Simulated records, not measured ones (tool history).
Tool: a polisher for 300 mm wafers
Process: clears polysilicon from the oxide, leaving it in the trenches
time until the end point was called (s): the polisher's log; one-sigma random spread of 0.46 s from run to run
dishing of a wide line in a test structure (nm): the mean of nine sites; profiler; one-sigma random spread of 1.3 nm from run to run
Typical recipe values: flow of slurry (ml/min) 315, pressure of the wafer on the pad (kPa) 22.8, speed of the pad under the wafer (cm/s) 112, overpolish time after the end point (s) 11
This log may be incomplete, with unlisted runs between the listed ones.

run    hour  flow of slurry (ml/min)  pressure of the wafer on the pad (kPa)  speed of the pad under the wafer (cm/s)  overpolish time after the end point (s)  wafers since the last listed run  wafers polished on this pad  hours since the slurry nozzle was cleaned  hours since the head pressure was calibrated  incoming thickness of the incoming film, nm  time until the end point was called (s)  dishing of a wide line in a test structure (nm)
  1     0.0                      315                                    22.8                                      112                                       11                                 0                         1891                                      210.3                                         697.7                                        527.9                                     31.3                                             78.4
  2    97.5                      315                                    22.8                                      112                                       11                               944                         2836                                      307.8                                         795.2                                        512.8                                     32.0                                             78.3
  3   188.4                      240                                    22.8                                      112                                       11                               880                         3716                                      398.7                                         886.1                                        523.7                                     32.2                                             76.9
      232.6  -- slurry nozzle cleaned
  4   282.9                      240                                    22.8                                      112                                       11                               905                         4621                                       50.3                                         980.6                                        516.8                                     33.5                                             74.5
      303.0  -- worn pad replaced by a new one
  5   337.0                      240                                    22.8                                      112                                       11                               485                          329                                      104.4                                        1034.7                                        516.4                                     32.5                                             77.3
  6   428.8                      365                                    22.8                                      112                                       11                               888                         1218                                      196.2                                        1126.5                                        522.0                                     31.7                                             78.7
      489.4  -- head pressure recalibrated
  7   493.0                      365                                    22.8                                      112                                       11                               602                         1820                                      260.4                                           3.6                                        521.8                                     31.7                                             78.9
  8   565.9                      365                                    22.8                                      112                                       11                               705                         2526                                      333.3                                          76.5                                        514.8                                     32.0                                             77.3
  9   656.8                      315                                    22.8                                      134                                        8                               880                         3407                                      424.2                                         167.4                                        520.0                                     27.3                                             74.5
      680.5  -- slurry nozzle cleaned
      756.5  -- worn pad replaced by a new one
 10   762.2                      315                                    22.8                                      134                                        8                               972                           55                                       81.7                                         272.8                                        517.2                                     25.8                                             76.3
 11   799.6                      315                                    20.0                                      112                                       11                               362                          417                                      119.1                                         310.2                                        527.1                                     35.5                                             76.7
 12  1059.7                      315                                    28.3                                      112                                       11                              2518                         2936                                      379.2                                         570.3                                        517.2                                     26.6                                             79.0
 13  1122.3                      315                                    22.8                                      112                                       11                               606                         3542                                      441.8                                         632.9                                        524.0                                     32.3                                             77.7
 14  1223.8                      315                                    22.8                                      112                                       11                               982                         4525                                      543.3                                         734.4                                        525.6                                     31.8                                             79.5
     1260.8  -- slurry nozzle cleaned
 15  1262.8                      315                                    22.8                                      112                                       11                               367                         4893                                        2.0                                         773.4                                        519.2                                     32.7                                             77.2
     1307.2  -- worn pad replaced by a new one
 16  1320.1                      315                                    22.8                                      112                                       11                               516                          124                                       59.3                                         830.7                                        518.6                                     32.1                                             77.9
 17  1397.6                      205                                    17.9                                      142                                        9                               750                          875                                      136.8                                         908.2                                        525.1                                     32.6                                             70.9
 18  1452.0                      365                                    22.8                                      112                                       11                               526                         1402                                      191.2                                         962.6                                        522.5                                     31.6                                             78.0
     1483.6  -- head pressure recalibrated
 19  1542.5                      315                                    22.8                                      112                                       11                               857                         2259                                      281.7                                          58.9                                        526.4                                     31.6                                             79.3
 20  1622.8                      315                                    22.8                                      112                                       11                               777                         3036                                      362.0                                         139.2                                        519.1                                     31.0                                             81.0
 21  1707.2                      315                                    22.8                                      112                                       13                               817                         3854                                      446.4                                         223.6                                        519.0                                     31.9                                             80.9
 22  1752.8                      215                                    15.2                                      136                                        6                               441                         4295                                      492.0                                         269.2                                        520.7                                     37.3                                             53.7
     1816.7  -- slurry nozzle cleaned
 23  1842.3                      315                                    22.8                                      112                                       11                               857                         5152                                       25.6                                         358.7                                        522.8                                     32.3                                             78.6
     1862.9  -- worn pad replaced by a new one
 24  1943.5                      315                                    30.3                                       74                                       15                               941                          780                                      126.8                                         459.9                                        515.7                                     38.0                                             78.8
 25  2034.3                      270                                    14.5                                      136                                       11                               879                         1659                                      217.6                                         550.7                                        518.6                                     38.0                                             73.5
 26  2134.3                      390                                    24.8                                      112                                        6                               968                         2628                                      317.6                                         650.7                                        519.5                                     29.8                                             63.7
 27  2182.6                      395                                    17.2                                      112                                       11                               467                         3095                                      365.9                                         699.0                                        519.9                                     38.3                                             72.9
 28  2327.5                      315                                    22.8                                      148                                       11                              1403                         4499                                      510.8                                         843.9                                        518.9                                     24.4                                             82.9
     2340.3  -- worn pad replaced by a new one
     2395.0  -- slurry nozzle cleaned
     2411.9  -- head pressure recalibrated
 29  2434.2                      370                                    14.5                                      146                                       11                               965                          880                                       39.2                                          22.3                                        525.7                                     35.0                                             75.1
 30  2517.3                      315                                    22.8                                      112                                       11                               804                         1685                                      122.3                                         105.4                                        515.5                                     30.8                                             78.4
 31  2560.9                      315                                    30.3                                       74                                       15                               422                         2107                                      165.9                                         149.0                                        529.8                                     39.0                                             82.3

Describe how what the log doesn't record of the tool's condition differs between the last listed run preceding each entry between runs and the first listed run following it.
Between runs 3 and 4: slurry nozzle cleaned (hour 232.6)
  no difference in the tool's unlogged condition between these two runs
Between runs 4 and 5: worn pad replaced by a new one (hour 303.0)
  no difference in the tool's unlogged condition between these two runs
Between runs 6 and 7: head pressure recalibrated (hour 489.4)
  no difference in the tool's unlogged condition between these two runs
Between runs 9 and 10: slurry nozzle cleaned (hour 680.5); worn pad replaced by a new one (hour 756.5)
  no difference in the tool's unlogged condition between these two runs
Between runs 14 and 15: slurry nozzle cleaned (hour 1260.8)
  no difference in the tool's unlogged condition between these two runs
Between runs 15 and 16: worn pad replaced by a new one (hour 1307.2)
  no difference in the tool's unlogged condition between these two runs
Between runs 18 and 19: head pressure recalibrated (hour 1483.6)
  no difference in the tool's unlogged condition between these two runs
Between runs 22 and 23: slurry nozzle cleaned (hour 1816.7)
  no difference in the tool's unlogged condition between these two runs
Between runs 23 and 24: worn pad replaced by a new one (hour 1862.9)
  no difference in the tool's unlogged condition between these two runs
Between runs 28 and 29: worn pad replaced by a new one (hour 2340.3); slurry nozzle cleaned (hour 2395.0); head pressure recalibrated (hour 2411.9)
  no difference in the tool's unlogged condition between these two runs

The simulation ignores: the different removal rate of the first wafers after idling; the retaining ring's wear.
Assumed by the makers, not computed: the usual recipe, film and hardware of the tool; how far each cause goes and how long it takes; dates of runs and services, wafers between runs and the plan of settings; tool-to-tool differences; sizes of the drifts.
